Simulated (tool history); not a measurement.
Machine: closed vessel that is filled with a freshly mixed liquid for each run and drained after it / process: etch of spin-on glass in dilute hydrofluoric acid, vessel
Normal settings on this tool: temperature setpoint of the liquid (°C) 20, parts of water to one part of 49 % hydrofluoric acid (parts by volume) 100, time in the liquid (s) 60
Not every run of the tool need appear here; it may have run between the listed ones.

run	day	temperature setpoint of the liquid (°C)	parts of water to one part of 49 % hydrofluoric acid (parts by volume)	time in the liquid (s)	read-back film thickness of the spin-on glass reference wafer, read on the same gauge (nm)	thickness taken off the spin-on glass on a monitor wafer (nm)
1	0	23	80	60	80.01	32.77
2	2.992	20	100	60	79.99	23.05
# day 4.35: gauge calibrated
3	5.108	20	100	60	79.99	22.52
4	6.633	20	100	60	79.99	22.44
5	8.796	20	100	60	79.99	22.54
6	11.788	20	100	60	80.02	22.57
7	14.092	20	100	60	80	22.17
8	15.888	24	100	60	79.99	25.78
# day 16.304: hydrofluoric acid flow meter replaced
9	16.946	18.5	135	80	79.99	22.18
10	18.271	18.5	100	60	79.99	23.28
# day 20.829: gauge calibrated
11	21.154	20	100	60	80	25
# day 21.521: thermometer replaced
12	23.446	22	100	60	80	23.97
13	25.246	20	130	60	80.02	16.84
14	27.812	24.5	85	45	80	24.11
15	30.675	20	100	60	80.01	22.19

Below are 5 alternative next runs, each starting from the tool's condition after run 15. Predict each:
A	30.704	20	100	60	?	?
B	30.704	17	100	75	?	?
C	30.704	20	135	95	?	?
D	30.704	25	130	90	?	?
E	30.704	22.5	120	30	?	?

run	read-back film thickness of the spin-on glass reference wafer, read on the same gauge (nm)	thickness taken off the spin-on glass on a monitor wafer (nm)
A	79.98	22.28
B	79.98	24.59
C	79.98	25.11
D	79.98	30.19
E	79.98	10.02
The same runs, with their run-to-run variation unchanged, on a tool lacking any hidden condition would have given:
run	thickness taken off the spin-on glass on a monitor wafer (nm)
A	23.16
B	25.56
C	26.15
D	31.49
E	10.44
